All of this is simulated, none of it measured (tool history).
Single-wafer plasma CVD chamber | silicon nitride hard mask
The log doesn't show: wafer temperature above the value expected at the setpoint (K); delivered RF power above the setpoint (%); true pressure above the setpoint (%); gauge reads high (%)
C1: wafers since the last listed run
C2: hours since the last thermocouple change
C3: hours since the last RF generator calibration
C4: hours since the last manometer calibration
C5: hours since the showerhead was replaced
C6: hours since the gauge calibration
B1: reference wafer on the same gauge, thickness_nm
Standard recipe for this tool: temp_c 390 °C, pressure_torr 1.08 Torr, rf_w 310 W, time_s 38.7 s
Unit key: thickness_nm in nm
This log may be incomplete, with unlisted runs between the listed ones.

run 1 hour=0 | temp_c=390 pressure_torr=1.08 rf_w=310 time_s=38.7 | C1=0 C2=2090.6 C3=2035 C4=3265 C5=3944.7 C6=647.4 | B1=47.103 | thickness_nm=38.72
-- hour=22.7 capacitance manometer re-zeroed and calibrated
-- hour=26.6 showerhead replaced
run 2 hour=33.8 | temp_c=395 pressure_torr=0.87 rf_w=310 time_s=38.7 | C1=706 C2=2124.4 C3=2068.8 C4=11.1 C5=7.2 C6=681.2 | B1=47.146 | thickness_nm=35.836
run 3 hour=64.7 | temp_c=395 pressure_torr=0.87 rf_w=310 time_s=38.7 | C1=994 C2=2155.3 C3=2099.7 C4=42 C5=38.1 C6=712.1 | B1=47.121 | thickness_nm=36.004
run 4 hour=86.4 | temp_c=395 pressure_torr=0.87 rf_w=310 time_s=38.7 | C1=698 C2=2177 C3=2121.4 C4=63.7 C5=59.8 C6=733.8 | B1=47.093 | thickness_nm=35.902
-- hour=130.4 thermocouple changed; heater temperature recalibrated
run 5 hour=166.2 | temp_c=390 pressure_torr=0.82 rf_w=310 time_s=38.7 | C1=2311 C2=35.8 C3=2201.2 C4=143.5 C5=139.6 C6=813.6 | B1=47.088 | thickness_nm=35.114
-- hour=185.2 RF generator calibrated
run 6 hour=196.9 | temp_c=385 pressure_torr=0.81 rf_w=355 time_s=36.6 | C1=730 C2=66.5 C3=11.7 C4=174.2 C5=170.3 C6=844.3 | B1=47.071 | thickness_nm=35.014
run 7 hour=228.5 | temp_c=390 pressure_torr=1.08 rf_w=310 time_s=40.4 | C1=1017 C2=98.1 C3=43.3 C4=205.8 C5=201.9 C6=875.9 | B1=47.095 | thickness_nm=39.492
-- hour=236.3 gauge calibrated
run 8 hour=252.7 | temp_c=390 pressure_torr=1.28 rf_w=250 time_s=38.7 | C1=779 C2=122.3 C3=67.5 C4=230 C5=226.1 C6=16.4 | B1=47.078 | thickness_nm=35.057
run 9 hour=273 | temp_c=382 pressure_torr=1.28 rf_w=310 time_s=33.4 | C1=653 C2=142.6 C3=87.8 C4=250.3 C5=246.4 C6=36.7 | B1=47.112 | thickness_nm=34.54
run 10 hour=302.9 | temp_c=383 pressure_torr=1.08 rf_w=310 time_s=38.7 | C1=962 C2=172.5 C3=117.7 C4=280.2 C5=276.3 C6=66.6 | B1=47.135 | thickness_nm=37.83
run 11 hour=320.5 | temp_c=390 pressure_torr=1.08 rf_w=310 time_s=38.7 | C1=566 C2=190.1 C3=135.3 C4=297.8 C5=293.9 C6=84.2 | B1=47.089 | thickness_nm=37.618
run 12 hour=349.3 | temp_c=400 pressure_torr=1.08 rf_w=345 time_s=38.7 | C1=927 C2=218.9 C3=164.1 C4=326.6 C5=322.7 C6=113 | B1=47.089 | thickness_nm=40.015
run 13 hour=371.1 | temp_c=395 pressure_torr=0.87 rf_w=310 time_s=38.7 | C1=701 C2=240.7 C3=185.9 C4=348.4 C5=344.5 C6=134.8 | B1=47.1 | thickness_nm=34.905
run 14 hour=388.3 | temp_c=378 pressure_torr=0.94 rf_w=295 time_s=38.7 | C1=553 C2=257.9 C3=203.1 C4=365.6 C5=361.7 C6=152 | B1=47.098 | thickness_nm=35.223
-- hour=412.1 RF generator calibrated, repeated, since the last time left the tool worse
run 15 hour=412.6 | temp_c=383 pressure_torr=1.32 rf_w=295 time_s=41.8 | C1=524 C2=282.2 C3=0.5 C4=389.9 C5=386 C6=176.3 | B1=47.107 | thickness_nm=44.715

For run 16, what comes out?
run 16 hour=438.7 | temp_c=380 pressure_torr=1.08 rf_w=295 time_s=38.7 | C1=840 C2=308.3 C3=26.6 C4=416 C5=412.1 C6=202.4 | B1=? | thickness_nm=?

B1: 47.136
thickness_nm: 38.874 nm
The same run, on a tool lacking any hidden state, would have yielded thickness_nm 38.938 nm.
